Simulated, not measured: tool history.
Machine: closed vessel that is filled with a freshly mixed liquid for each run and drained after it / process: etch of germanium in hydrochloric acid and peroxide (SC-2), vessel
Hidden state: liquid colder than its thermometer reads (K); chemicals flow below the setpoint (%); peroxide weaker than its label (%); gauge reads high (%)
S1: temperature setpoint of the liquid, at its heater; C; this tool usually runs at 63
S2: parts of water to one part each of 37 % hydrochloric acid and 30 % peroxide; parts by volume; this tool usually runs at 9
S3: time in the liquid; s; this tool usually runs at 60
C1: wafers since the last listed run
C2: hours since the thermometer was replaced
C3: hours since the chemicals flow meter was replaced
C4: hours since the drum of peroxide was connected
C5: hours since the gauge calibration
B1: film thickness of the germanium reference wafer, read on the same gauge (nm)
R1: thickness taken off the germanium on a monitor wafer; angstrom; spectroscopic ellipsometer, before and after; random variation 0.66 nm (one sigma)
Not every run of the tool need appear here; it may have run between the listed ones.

run	hour	S1	S2	S3	C1	C2	C3	C4	C5	B1	R1
1	0	63	7.5	60	0	1425.5	1912.2	222.9	76.1	69.98	2407.3
2	6.9	63	7.5	60	952	1432.4	1919.1	229.8	83	70.02	2392.4
3	16.9	65	9	60	1380	1442.4	1929.1	239.8	93	70.01	2500
4	24.9	65	9	60	1104	1450.4	1937.1	247.8	101	69.98	2505.7
5	78.9	67	9	60	7456	1504.4	1991.1	301.8	155	70.02	2644.4
6	93.1	63	12.5	60	1960	1518.6	2005.3	316	169.2	70.03	2257.7
# hour 98.9: chemicals flow meter replaced
7	101.5	63	12.5	60	1021	1527	2.6	324.4	177.6	70.03	2252.2
8	115.3	63	12.5	60	1905	1540.8	16.4	338.2	191.4	70.01	2267
9	130	63	10	60	2029	1555.5	31.1	352.9	206.1	69.99	2321.8
10	146.9	63	10	60	2333	1572.4	48	369.8	223	70.03	2323.8
11	153.4	63	9	60	897	1578.9	54.5	376.3	229.5	70.03	2348.5
12	161.7	63	9	60	1146	1587.2	62.8	384.6	237.8	70	2353.6
13	171.5	63	9	60	1353	1597	72.6	394.4	247.6	69.98	2334.7
14	177.9	54.5	6	60	883	1603.4	79	400.8	254	70.03	1847.1
15	186.1	54	6	60	1132	1611.6	87.2	409	262.2	69.97	1828.2
# hour 187.7: new drum of peroxide connected
16	195.7	63	7.5	60	1187	1621.2	96.8	8	271.8	70.04	2373.3
# hour 199: thermometer replaced
17	208.9	72	9	30	1684	9.9	110	21.2	285	69.98	1600.5
# hour 214.6: gauge calibrated
18	216.5	63	9	40	1049	17.5	117.6	28.8	1.9	69.99	1654.5
19	223.4	65	9	60	952	24.4	124.5	35.7	8.8	69.99	2631.2
20	232.5	57.5	9	30	1256	33.5	133.6	44.8	17.9	69.95	1053.7
21	239.3	63	9	60	938	40.3	140.4	51.6	24.7	70.02	2485.5
22	253.1	56.5	6.5	80	1905	54.1	154.2	65.4	38.5	70.02	2798.1
23	264	59	9	75	1505	65	165.1	76.3	49.4	69.98	2756.5
24	280.3	63	9	60	2250	81.3	181.4	92.6	65.7	69.96	2481.2
25	297.9	63	9	60	2430	98.9	199	110.2	83.3	70	2482.2
26	308.7	63	11.5	75	1491	109.7	209.8	121	94.1	70.04	3004.5

Forecast each of these 5 alternatives for the next run:
A	309.4	63	13	60	96	110.4	210.5	121.7	94.8	?	?
B	309.4	63	5.5	60	96	110.4	210.5	121.7	94.8	?	?
C	309.4	66.5	10.5	75	96	110.4	210.5	121.7	94.8	?	?
D	309.4	63	9	75	96	110.4	210.5	121.7	94.8	?	?
E	309.4	67	9	40	96	110.4	210.5	121.7	94.8	?	?

run	B1	R1
A	69.97	2349.2
B	69.97	2543.3
C	69.97	3339.3
D	69.97	3073.1
E	69.97	1838.2
With no hidden state in the tool, these same runs would have given:
run	R1
A	2384.9
B	2583.5
C	3389.4
D	3120.7
E	1865.9
